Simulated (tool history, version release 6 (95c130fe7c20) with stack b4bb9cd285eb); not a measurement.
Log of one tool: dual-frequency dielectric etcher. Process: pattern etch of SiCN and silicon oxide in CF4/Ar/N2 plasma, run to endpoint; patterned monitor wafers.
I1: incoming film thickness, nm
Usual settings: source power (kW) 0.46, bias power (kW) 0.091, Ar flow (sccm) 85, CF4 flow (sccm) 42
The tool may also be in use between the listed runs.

{"run": 1, "hour": 0.0, "source power (kW)": 0.46, "bias power (kW)": 0.091, "Ar flow (sccm)": 85, "CF4 flow (sccm)": 42, "I1": 10.77, "endpoint time (s)": 12.1}
{"run": 2, "hour": 13.8, "source power (kW)": 0.46, "bias power (kW)": 0.091, "Ar flow (sccm)": 85, "CF4 flow (sccm)": 42, "I1": 10.82, "endpoint time (s)": 12.2}
{"run": 3, "hour": 21.8, "source power (kW)": 0.46, "bias power (kW)": 0.091, "Ar flow (sccm)": 99, "CF4 flow (sccm)": 42, "I1": 10.77, "endpoint time (s)": 12.4}
{"run": 4, "hour": 49.7, "source power (kW)": 0.46, "bias power (kW)": 0.091, "Ar flow (sccm)": 99, "CF4 flow (sccm)": 42, "I1": 10.73, "endpoint time (s)": 12.4}
{"run": 5, "hour": 61.1, "source power (kW)": 0.46, "bias power (kW)": 0.091, "Ar flow (sccm)": 99, "CF4 flow (sccm)": 42, "I1": 10.67, "endpoint time (s)": 12.2}
{"run": 6, "hour": 72.2, "source power (kW)": 0.46, "bias power (kW)": 0.091, "Ar flow (sccm)": 85, "CF4 flow (sccm)": 42, "I1": 10.85, "endpoint time (s)": 12.2}
{"run": 7, "hour": 86.0, "source power (kW)": 0.46, "bias power (kW)": 0.091, "Ar flow (sccm)": 85, "CF4 flow (sccm)": 42, "I1": 10.78, "endpoint time (s)": 12.1}
{"hour": 92.1, "done": "source power generator calibrated"}
{"run": 8, "hour": 93.9, "source power (kW)": 0.46, "bias power (kW)": 0.091, "Ar flow (sccm)": 85, "CF4 flow (sccm)": 42, "I1": 10.78, "endpoint time (s)": 12}
{"run": 9, "hour": 107.4, "source power (kW)": 0.46, "bias power (kW)": 0.091, "Ar flow (sccm)": 85, "CF4 flow (sccm)": 42, "I1": 10.85, "endpoint time (s)": 12.1}
{"run": 10, "hour": 117.3, "source power (kW)": 0.46, "bias power (kW)": 0.091, "Ar flow (sccm)": 85, "CF4 flow (sccm)": 34, "I1": 10.81, "endpoint time (s)": 12.5}
{"run": 11, "hour": 130.0, "source power (kW)": 0.34, "bias power (kW)": 0.07, "Ar flow (sccm)": 95, "CF4 flow (sccm)": 42, "I1": 10.77, "endpoint time (s)": 17.3}
{"run": 12, "hour": 139.0, "source power (kW)": 0.57, "bias power (kW)": 0.091, "Ar flow (sccm)": 102, "CF4 flow (sccm)": 42, "I1": 10.65, "endpoint time (s)": 10.1}

Forecast run 13:
{"hour": 147.4, "done": "bias power generator calibrated"}
{"run": 13, "hour": 153.1, "source power (kW)": 0.46, "bias power (kW)": 0.091, "Ar flow (sccm)": 105, "CF4 flow (sccm)": 42, "I1": 10.81, "endpoint time (s)": "?"}

endpoint time (s): 12.4
Without the tool's hidden state the same run would have given endpoint time (s) 12.8.

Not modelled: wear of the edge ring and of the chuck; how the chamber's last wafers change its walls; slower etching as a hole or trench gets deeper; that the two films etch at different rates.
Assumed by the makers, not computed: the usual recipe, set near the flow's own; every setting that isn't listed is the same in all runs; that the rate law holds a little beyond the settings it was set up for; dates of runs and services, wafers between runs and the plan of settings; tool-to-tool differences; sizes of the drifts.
